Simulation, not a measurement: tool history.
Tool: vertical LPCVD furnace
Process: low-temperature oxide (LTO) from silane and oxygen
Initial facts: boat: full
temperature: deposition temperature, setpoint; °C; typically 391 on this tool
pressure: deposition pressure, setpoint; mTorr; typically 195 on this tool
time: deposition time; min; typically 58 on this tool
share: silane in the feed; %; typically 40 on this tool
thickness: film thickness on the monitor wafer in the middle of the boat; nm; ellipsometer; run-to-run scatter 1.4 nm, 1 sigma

| run | day | temperature | pressure | time | share | wafers since the last listed run | hours since the last temperature calibration | hours since the pressure gauge was zeroed | hours since the silane flow controller was replaced | hours since the gauge calibration | read-back reference wafer on the same gauge, thickness | thickness |
|---|---|---|---|---|---|---|---|---|---|---|---|---|
| 1 | 0 | 391 | 195 | 58 | 40 | 0 | 3036.1 | 2632.1 | 3475.4 | 833.1 | 340.97 | 435.85 |
| 2 | 0.758 | 391 | 195 | 58 | 40 | 288 | 3054.3 | 2650.3 | 3493.6 | 851.3 | 340.95 | 436.04 |
| 3 | 1.588 | 391 | 195 | 58 | 40 | 315 | 3074.2 | 2670.2 | 3513.5 | 871.2 | 341.25 | 438.02 |
| 4 | 2.617 | 387 | 165 | 58 | 40 | 391 | 3098.9 | 2694.9 | 3538.2 | 895.9 | 341.01 | 352.59 |
| 5 | 3.721 | 387 | 165 | 58 | 40 | 419 | 3125.4 | 2721.4 | 3564.7 | 922.4 | 341.14 | 354.27 |
| 6 | 5.171 | 391 | 195 | 58 | 43 | 551 | 3160.2 | 2756.2 | 3599.5 | 957.2 | 340.88 | 474.29 |
| 7 | 6.338 | 391 | 195 | 58 | 43 | 443 | 3188.2 | 2784.2 | 3627.5 | 985.2 | 340.89 | 476.77 |
| 8 | 7.725 | 391 | 195 | 43.5 | 40 | 527 | 3221.5 | 2817.5 | 3660.8 | 1018.5 | 341.09 | 330.12 |
| 9 | 8.233 | 391 | 195 | 64 | 40 | 193 | 3233.7 | 2829.7 | 3673 | 1030.7 | 341.1 | 484.34 |
| 10 | 8.983 | 391 | 195 | 58 | 40 | 285 | 3251.7 | 2847.7 | 3691 | 1048.7 | 341.1 | 439.05 |
| 11 | 10.433 | 391 | 195 | 58 | 40 | 551 | 3286.5 | 2882.5 | 3725.8 | 1083.5 | 340.96 | 441.68 |
| 12 | 11.367 | 391 | 195 | 58 | 40 | 354 | 3308.9 | 2904.9 | 3748.2 | 1105.9 | 340.96 | 439.39 |
| 13 | 12.112 | 391 | 195 | 58 | 40 | 283 | 3326.8 | 2922.8 | 3766.1 | 1123.8 | 340.8 | 440.37 |
| 14 | 12.758 | 400 | 225 | 64 | 36 | 245 | 3342.3 | 2938.3 | 3781.6 | 1139.3 | 341.03 | 542.56 |
| 15 | 16.588 | 391 | 235 | 58 | 40 | 1456 | 3434.2 | 3030.2 | 3873.5 | 1231.2 | 340.95 | 529.37 |
| 16 | 17.683 | 386 | 195 | 58 | 40 | 416 | 3460.5 | 3056.5 | 3899.8 | 1257.5 | 340.83 | 415.27 |
|  | 18.35 | gauge calibrated |
| 17 | 18.6 | 391 | 195 | 58 | 40 | 348 | 3482.5 | 3078.5 | 3921.8 | 6 | 340.88 | 440.2 |
|  | 20.667 | thermocouples replaced and temperature profile calibrated |
|  | 22.058 | silane flow controller replaced |
|  | 23.312 | pressure gauge zeroed |
| 18 | 23.333 | 391 | 195 | 50 | 40 | 659 | 64 | 0.5 | 30.6 | 119.6 | 340.91 | 364.78 |
| 19 | 23.608 | 391 | 195 | 58 | 40 | 104 | 70.6 | 7.1 | 37.2 | 126.2 | 341.39 | 421.73 |
| 20 | 26.55 | 391 | 195 | 73.5 | 40 | 1118 | 141.2 | 77.7 | 107.8 | 196.8 | 341.16 | 535.45 |
| 21 | 27.417 | 391 | 195 | 64 | 40 | 329 | 162 | 98.5 | 128.6 | 217.6 | 341.14 | 464.49 |
| 22 | 28.025 | 391 | 155 | 72 | 40 | 231 | 176.6 | 113.1 | 143.2 | 232.2 | 341.2 | 416.76 |
| 23 | 29.033 | 401 | 240 | 58 | 36 | 383 | 200.8 | 137.3 | 167.4 | 256.4 | 340.91 | 513.28 |
| 24 | 30.446 | 391 | 195 | 80 | 32 | 537 | 234.7 | 171.2 | 201.3 | 290.3 | 340.71 | 435.17 |
| 25 | 31.375 | 391 | 195 | 35 | 40 | 353 | 257 | 193.5 | 223.6 | 312.6 | 341.02 | 255.25 |
| 26 | 32.517 | 397 | 155 | 71.5 | 33 | 434 | 284.4 | 220.9 | 251 | 340 | 341.13 | 346.03 |
| 27 | 33.804 | 397 | 155 | 58 | 40 | 489 | 315.3 | 251.8 | 281.9 | 370.9 | 340.8 | 362.31 |
| 28 | 34.308 | 399 | 195 | 42.5 | 40 | 191 | 327.4 | 263.9 | 294 | 383 | 340.93 | 338.65 |
| 29 | 35.704 | 391 | 195 | 58 | 40 | 530 | 360.9 | 297.4 | 327.5 | 416.5 | 341.07 | 422.99 |
| 30 | 36.988 | 384 | 160 | 45.5 | 36 | 488 | 391.7 | 328.2 | 358.3 | 447.3 | 341.03 | 220.4 |
| 31 | 38.154 | 399 | 180 | 73.5 | 37 | 443 | 419.7 | 356.2 | 386.3 | 475.3 | 341.11 | 492.96 |

Some steps in thickness between neighbouring runs. How much of each would the tool show without its hidden state too (settings, what came in, random variation), and how much is left for the hidden state, with any gauge scatter that isn't in both results?
Hidden state present: true tube temperature minus thermocouple reading, K; true pressure minus gauge reading, mTorr; deviation of the silane flow from its setpoint, %; gauge reads high (%).
Run 7 -> 8: time 58 -> 43.5, share 43 -> 40. thickness -146.65 nm: hidden state -5.75, all else -140.9.
Run 8 -> 9: time 43.5 -> 64. thickness +154.22 nm: hidden state +6.81, all else +147.41.
Run 17 -> 18: time 58 -> 50, thermocouples replaced and temperature profile calibrated, silane flow controller replaced, pressure gauge zeroed. thickness -75.42 nm: hidden state -18.18, all else -57.24.
Run 24 -> 25: time 80 -> 35, share 32 -> 40. thickness -179.92 nm: hidden state -1.73, all else -178.19.
Run 29 -> 30: temperature 391 -> 384, pressure 195 -> 160, time 58 -> 45.5, share 40 -> 36. thickness -202.59 nm: hidden state -1.87, all else -200.72.
Run 30 -> 31: temperature 384 -> 399, pressure 160 -> 180, time 45.5 -> 73.5, share 36 -> 37. thickness +272.56 nm: hidden state +2.9, all else +269.66.

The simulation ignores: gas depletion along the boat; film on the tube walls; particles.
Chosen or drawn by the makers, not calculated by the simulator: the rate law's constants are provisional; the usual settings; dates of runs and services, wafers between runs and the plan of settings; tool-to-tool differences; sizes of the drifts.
